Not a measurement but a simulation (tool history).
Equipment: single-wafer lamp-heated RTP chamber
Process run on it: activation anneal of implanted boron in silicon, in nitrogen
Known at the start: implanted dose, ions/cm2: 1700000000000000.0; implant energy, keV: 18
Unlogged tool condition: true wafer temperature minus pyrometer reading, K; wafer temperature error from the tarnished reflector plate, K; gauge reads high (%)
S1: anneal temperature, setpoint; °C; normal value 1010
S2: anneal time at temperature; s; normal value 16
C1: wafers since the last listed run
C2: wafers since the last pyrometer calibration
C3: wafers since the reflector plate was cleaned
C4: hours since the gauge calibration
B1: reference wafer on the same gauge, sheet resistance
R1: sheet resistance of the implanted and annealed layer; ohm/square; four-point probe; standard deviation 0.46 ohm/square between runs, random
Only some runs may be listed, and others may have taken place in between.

run 1 day=0 | S1=1010 S2=16 | C1=0 C2=72 C3=3202 C4=871.7 | B1=93.72 | R1=80.39
run 2 day=1.596 | S1=1010 S2=16 | C1=720 C2=793 C3=3923 C4=910 | B1=93.62 | R1=79.21
run 3 day=3.262 | S1=1010 S2=16 | C1=752 C2=1546 C3=4675 C4=950 | B1=93.6 | R1=78.61
run 4 day=4.533 | S1=1010 S2=16 | C1=573 C2=2119 C3=5249 C4=980.5 | B1=93.64 | R1=78.6
run 5 day=7.117 | S1=986 S2=16 | C1=1166 C2=3286 C3=6416 C4=1042.5 | B1=93.63 | R1=84.76
run 6 day=9.346 | S1=1010 S2=21 | C1=1006 C2=4293 C3=7423 C4=1096 | B1=93.71 | R1=76.04
run 7 day=10.475 | S1=1010 S2=21 | C1=509 C2=4803 C3=7933 C4=1123.1 | B1=93.77 | R1=77.3
run 8 day=13.271 | S1=1010 S2=11 | C1=1262 C2=6065 C3=9195 C4=1190.2 | B1=93.78 | R1=77.96
-- day=14.417 pyrometer window cleaned and pyrometer calibrated
run 9 day=15.546 | S1=987 S2=10 | C1=876 C2=510 C3=10072 C4=1244.8 | B1=93.67 | R1=89.27
run 10 day=18.196 | S1=1010 S2=16 | C1=1196 C2=1707 C3=11269 C4=1308.4 | B1=93.78 | R1=78.41
run 11 day=21.021 | S1=1010 S2=16 | C1=1275 C2=2983 C3=12545 C4=1376.2 | B1=93.7 | R1=77.92
run 12 day=22.758 | S1=1010 S2=16 | C1=784 C2=3768 C3=13329 C4=1417.9 | B1=93.73 | R1=77.73
-- day=24.829 reflector plate cleaned
run 13 day=24.971 | S1=1019 S2=23 | C1=848 C2=4616 C3=64 C4=1471 | B1=93.66 | R1=75.27
-- day=26.717 gauge calibrated
-- day=27.162 pyrometer window cleaned and pyrometer calibrated
run 14 day=30.062 | S1=1019 S2=23 | C1=2148 C2=1309 C3=2213 C4=80.3 | B1=93.7 | R1=75.75
run 15 day=32.167 | S1=1019 S2=23 | C1=950 C2=2259 C3=3163 C4=130.8 | B1=93.72 | R1=75.39
run 16 day=33.429 | S1=1034 S2=23 | C1=570 C2=2830 C3=3733 C4=161.1 | B1=93.67 | R1=73.21
run 17 day=35.642 | S1=1029 S2=25 | C1=999 C2=3829 C3=4732 C4=214.2 | B1=93.77 | R1=73.37
run 18 day=36.646 | S1=995 S2=8 | C1=453 C2=4282 C3=5186 C4=238.3 | B1=93.74 | R1=84.24
run 19 day=39.288 | S1=1038 S2=11 | C1=1192 C2=5475 C3=6379 C4=301.7 | B1=93.63 | R1=74.11
-- day=41.279 pyrometer window cleaned and pyrometer calibrated
run 20 day=41.446 | S1=1010 S2=16 | C1=824 C2=74 C3=7203 C4=353.5 | B1=93.72 | R1=79.77
run 21 day=44.058 | S1=994 S2=19 | C1=1179 C2=1254 C3=8383 C4=416.2 | B1=93.68 | R1=81.39
run 22 day=45.362 | S1=1028 S2=23 | C1=588 C2=1843 C3=8972 C4=447.5 | B1=93.78 | R1=75.13
run 23 day=46.604 | S1=1010 S2=16 | C1=560 C2=2404 C3=9532 C4=477.3 | B1=93.7 | R1=78.28
-- day=49.317 reflector plate cleaned
-- day=54.25 pyrometer window cleaned and pyrometer calibrated
run 24 day=54.404 | S1=1021 S2=20 | C1=3221 C2=70 C3=2146 C4=664.5 | B1=93.7 | R1=77.36
run 25 day=55.517 | S1=1019 S2=23 | C1=502 C2=572 C3=2649 C4=691.2 | B1=93.65 | R1=77.05
run 26 day=56.838 | S1=998 S2=8 | C1=596 C2=1169 C3=3245 C4=722.9 | B1=93.75 | R1=84.38
run 27 day=58.208 | S1=991 S2=7 | C1=619 C2=1788 C3=3864 C4=755.8 | B1=93.7 | R1=86.71
run 28 day=60.783 | S1=1023 S2=9 | C1=1162 C2=2951 C3=5027 C4=817.6 | B1=93.78 | R1=75.95
run 29 day=62.854 | S1=1010 S2=23 | C1=935 C2=3886 C3=5962 C4=867.3 | B1=93.66 | R1=76.84
run 30 day=64.708 | S1=1010 S2=20 | C1=837 C2=4723 C3=6800 C4=911.8 | B1=93.69 | R1=76.27
run 31 day=65.988 | S1=984 S2=21 | C1=577 C2=5301 C3=7377 C4=942.5 | B1=93.73 | R1=83.28

Describe how what the log doesn't record of the tool's condition differs between the last listed run preceding each entry between runs and the first listed run following it.
Runs 8 to 9: pyrometer window cleaned and pyrometer calibrated (day 14.417)
  true wafer temperature minus pyrometer reading, K: 13.1 -> 3.55
  measured less the result without the state, R1: -3.21 -> -1.98 ohm/square
Runs 12 to 13: reflector plate cleaned (day 24.829)
  true wafer temperature minus pyrometer reading, K: 11.4 -> 12.2
  measured less the result without the state, R1: -2.69 -> -2.2 ohm/square
Runs 13 to 14: gauge calibrated (day 26.717); pyrometer window cleaned and pyrometer calibrated (day 27.162)
  true wafer temperature minus pyrometer reading, K: 12.2 -> 6.74
  measured less the result without the state, R1: -2.2 -> -1.28 ohm/square
Runs 19 to 20: pyrometer window cleaned and pyrometer calibrated (day 41.279)
  true wafer temperature minus pyrometer reading, K: 12.5 -> 2.74
  measured less the result without the state, R1: -1.88 -> -0.7 ohm/square
Runs 23 to 24: reflector plate cleaned (day 49.317); pyrometer window cleaned and pyrometer calibrated (day 54.25)
  true wafer temperature minus pyrometer reading, K: 11.1 -> 0.915
  measured less the result without the state, R1: -2.64 -> -0.18 ohm/square
